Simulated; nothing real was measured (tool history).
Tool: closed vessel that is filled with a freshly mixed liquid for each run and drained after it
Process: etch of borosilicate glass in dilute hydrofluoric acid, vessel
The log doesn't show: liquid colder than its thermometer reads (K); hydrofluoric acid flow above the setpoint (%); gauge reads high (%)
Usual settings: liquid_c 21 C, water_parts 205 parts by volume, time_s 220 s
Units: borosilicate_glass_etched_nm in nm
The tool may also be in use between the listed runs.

run   hour  liquid_c  water_parts  time_s  wafers since the last listed run  hours since the thermometer was replaced  hours since the hydrofluoric acid flow meter was replaced  hours since the gauge calibration  read-back film thickness of the borosilicate glass reference wafer, read on the same gauge (nm)  borosilicate_glass_etched_nm
  1      0        21          205     220                                 0                                     202.6                                                     1956.1                              329.9                                                                                           100.68                         28.45
  2   20.2        21          205     220                              1438                                     222.8                                                     1976.3                              350.1                                                                                           100.72                         28.53
  3   32.7        21          205     220                               890                                     235.3                                                     1988.8                              362.6                                                                                           100.91                         28.85
  4     65        21          205     220                              2300                                     267.6                                                     2021.1                              394.9                                                                                           100.99                         28.81
  5     92        21          245     220                              1923                                     294.6                                                     2048.1                              421.9                                                                                           101.13                         22.91
  6  123.5        21          245     220                              2243                                     326.1                                                     2079.6                              453.4                                                                                           101.37                         23.22
  7  143.1        21          205     220                              1396                                     345.7                                                     2099.2                                473                                                                                           101.51                         28.85
  8    168        21          280     220                              1773                                     370.6                                                     2124.1                              497.9                                                                                           101.67                         19.91
  9  192.2        21          280     220                              1723                                     394.8                                                     2148.3                              522.1                                                                                           101.79                         19.77
 10  225.4        21          280     220                              2364                                       428                                                     2181.5                              555.3                                                                                           102.08                         19.71
 11  239.5        21          205     220                              1004                                     442.1                                                     2195.6                              569.4                                                                                           102.19                         28.87
     260.3  -- gauge calibrated
 12  263.6        21          205     220                              1716                                     466.2                                                     2219.7                                3.3                                                                                            99.95                          28.3
     277.9  -- hydrofluoric acid flow meter replaced
 13  290.1        21          205     220                              1816                                     492.7                                                       12.2                               29.8                                                                                            99.98                         28.08
     297.7  -- thermometer replaced
 14  305.3        21          205     220                              1011                                       7.6                                                       27.4                                 45                                                                                            99.94                         28.26
 15  340.8        17          285     270                              2528                                      43.1                                                       62.9                               80.5                                                                                              100                         20.08
 16  371.7        21          205     220                              2200                                        74                                                       93.8                              111.4                                                                                           100.11                         28.39
 17  401.7        21          205     220                              2136                                       104                                                      123.8                              141.4                                                                                           100.07                         28.57
 18  417.9        21          155     220                              1153                                     120.2                                                        140                              157.6                                                                                           100.11                         39.52
 19  433.4        21          295     105                              1103                                     135.7                                                      155.5                              173.1                                                                                           100.15                          8.57
 20  453.3        21          205     220                              1417                                     155.6                                                      175.4                                193                                                                                           100.26                         28.47
 21  482.6        21          205     220                              2086                                     184.9                                                      204.7                              222.3                                                                                           100.28                         28.44
 22  499.2      25.5          125     100                              1182                                     201.5                                                      221.3                              238.9                                                                                           100.38                         27.37
 23  532.8        25          205     335                              2393                                     235.1                                                      254.9                              272.5                                                                                           100.46                          50.1
 24  546.7        23          205     220                               990                                       249                                                      268.8                              286.4                                                                                           100.53                         30.54
 25  561.3        26          250     125                              1039                                     263.6                                                      283.4                                301                                                                                           100.58                         15.21
 26  589.8        21          290     105                              2029                                     292.1                                                      311.9                              329.5                                                                                           100.71                          8.84
 27  617.5        21          205     220                              1972                                     319.8                                                      339.6                              357.2                                                                                           100.85                         28.19
 28  635.6      23.5          245     255                              1289                                     337.9                                                      357.7                              375.3                                                                                           100.92                         29.07
 29  653.1      23.5          110     175                              1246                                     355.4                                                      375.2                              392.8                                                                                           101.01                         52.28
 30  670.7      23.5          150     300                              1253                                       373                                                      392.8                              410.4                                                                                           101.11                         61.99
 31    687        21          205     220                              1160                                     389.3                                                      409.1                              426.7                                                                                           101.25                         28.75
 32  706.3        21          205     220                              1374                                     408.6                                                      428.4                                446                                                                                           101.33                         29.08
 33  722.5      18.5          140     270                              1153                                     424.8                                                      444.6                              462.2                                                                                           101.46                         49.76

Hidden state at the last listed run before each entry between runs and at the first one after, where it differs:
Between runs 11 and 12: gauge calibrated (hour 260.3)
  gauge reads high (%): 2.17 -> -0.0346
  measured less the result without the state, borosilicate_glass_etched_nm: +0.61 -> -0.01 nm
Between runs 12 and 13: hydrofluoric acid flow meter replaced (hour 277.9)
  gauge reads high (%): -0.0346 -> -0.0286
  measured less the result without the state, borosilicate_glass_etched_nm: -0.01 -> -0.01 nm
Between runs 13 and 14: thermometer replaced (hour 297.7)
  gauge reads high (%): -0.0286 -> -0.0208
  measured less the result without the state, borosilicate_glass_etched_nm: -0.01 -> +0 nm
